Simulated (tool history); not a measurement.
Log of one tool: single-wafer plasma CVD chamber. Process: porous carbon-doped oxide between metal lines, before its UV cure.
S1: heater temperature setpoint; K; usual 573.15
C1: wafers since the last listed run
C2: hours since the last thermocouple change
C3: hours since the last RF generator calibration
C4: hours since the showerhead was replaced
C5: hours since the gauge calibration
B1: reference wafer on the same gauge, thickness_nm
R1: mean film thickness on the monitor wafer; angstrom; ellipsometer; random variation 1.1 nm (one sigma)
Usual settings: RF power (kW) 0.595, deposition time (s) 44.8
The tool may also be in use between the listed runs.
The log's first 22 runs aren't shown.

{"run": 23, "hour": 295.6, "S1": 573.15, "RF power (kW)": 0.595, "deposition time (s)": 50, "C1": 48, "C2": 255.6, "C3": 2.7, "C4": 283.1, "C5": 257.2, "B1": 358.084, "R1": 3461.22}
{"run": 24, "hour": 330.9, "S1": 587.15, "RF power (kW)": 0.55, "deposition time (s)": 51.8, "C1": 783, "C2": 290.9, "C3": 38, "C4": 318.4, "C5": 292.5, "B1": 357.837, "R1": 3079.69}
{"run": 25, "hour": 346.7, "S1": 565.15, "RF power (kW)": 0.625, "deposition time (s)": 49.7, "C1": 350, "C2": 306.7, "C3": 53.8, "C4": 334.2, "C5": 308.3, "B1": 358.11, "R1": 3723.72}
{"run": 26, "hour": 358.0, "S1": 566.15, "RF power (kW)": 0.595, "deposition time (s)": 42.2, "C1": 250, "C2": 318, "C3": 65.1, "C4": 345.5, "C5": 319.6, "B1": 357.906, "R1": 3057.09}
{"run": 27, "hour": 371.7, "S1": 573.15, "RF power (kW)": 0.715, "deposition time (s)": 44.8, "C1": 303, "C2": 331.7, "C3": 78.8, "C4": 359.2, "C5": 333.3, "B1": 357.846, "R1": 3510.86}
{"run": 28, "hour": 379.7, "S1": 573.15, "RF power (kW)": 0.595, "deposition time (s)": 44.8, "C1": 177, "C2": 339.7, "C3": 86.8, "C4": 367.2, "C5": 341.3, "B1": 358.049, "R1": 3083.51}
{"hour": 389.6, "done": "gauge calibrated"}
{"run": 29, "hour": 393.5, "S1": 573.15, "RF power (kW)": 0.695, "deposition time (s)": 49.9, "C1": 306, "C2": 353.5, "C3": 100.6, "C4": 381, "C5": 3.9, "B1": 358.018, "R1": 3822.56}
{"run": 30, "hour": 409.6, "S1": 567.15, "RF power (kW)": 0.655, "deposition time (s)": 51.9, "C1": 357, "C2": 369.6, "C3": 116.7, "C4": 397.1, "C5": 20, "B1": 357.808, "R1": 3953.09}
{"run": 31, "hour": 421.3, "S1": 573.15, "RF power (kW)": 0.595, "deposition time (s)": 44.8, "C1": 259, "C2": 381.3, "C3": 128.4, "C4": 408.8, "C5": 31.7, "B1": 357.97, "R1": 3057.32}
{"run": 32, "hour": 432.4, "S1": 573.15, "RF power (kW)": 0.595, "deposition time (s)": 44.8, "C1": 246, "C2": 392.4, "C3": 139.5, "C4": 419.9, "C5": 42.8, "B1": 358.065, "R1": 3072.9}
{"run": 33, "hour": 447.3, "S1": 583.15, "RF power (kW)": 0.69, "deposition time (s)": 44.8, "C1": 330, "C2": 407.3, "C3": 154.4, "C4": 434.8, "C5": 57.7, "B1": 357.856, "R1": 3207.16}

Forecast each of these 5 alternatives for the next run:
{"run": "A", "hour": 447.7, "S1": 563.15, "RF power (kW)": 0.595, "deposition time (s)": 44.8, "C1": 8, "C2": 407.7, "C3": 154.8, "C4": 435.2, "C5": 58.1, "B1": "?", "R1": "?"}
{"run": "B", "hour": 447.7, "S1": 573.15, "RF power (kW)": 0.53, "deposition time (s)": 49, "C1": 8, "C2": 407.7, "C3": 154.8, "C4": 435.2, "C5": 58.1, "B1": "?", "R1": "?"}
{"run": "C", "hour": 447.7, "S1": 573.15, "RF power (kW)": 0.49, "deposition time (s)": 44.8, "C1": 8, "C2": 407.7, "C3": 154.8, "C4": 435.2, "C5": 58.1, "B1": "?", "R1": "?"}
{"run": "D", "hour": 447.7, "S1": 583.15, "RF power (kW)": 0.51, "deposition time (s)": 44.8, "C1": 8, "C2": 407.7, "C3": 154.8, "C4": 435.2, "C5": 58.1, "B1": "?", "R1": "?"}
{"run": "E", "hour": 447.7, "S1": 573.15, "RF power (kW)": 0.52, "deposition time (s)": 44.8, "C1": 8, "C2": 407.7, "C3": 154.8, "C4": 435.2, "C5": 58.1, "B1": "?", "R1": "?"}

run=A B1=358.107 R1=3285.63
run=B B1=358.107 R1=3088.59
run=C B1=358.107 R1=2671.44
run=D B1=358.107 R1=2584.03
run=E B1=358.107 R1=2790.61
Without the tool's hidden state the same runs would have given:
run=A R1=3362.63
run=B R1=3162.52
run=C R1=2736.41
run=D R1=2646.65
run=E R1=2857.6
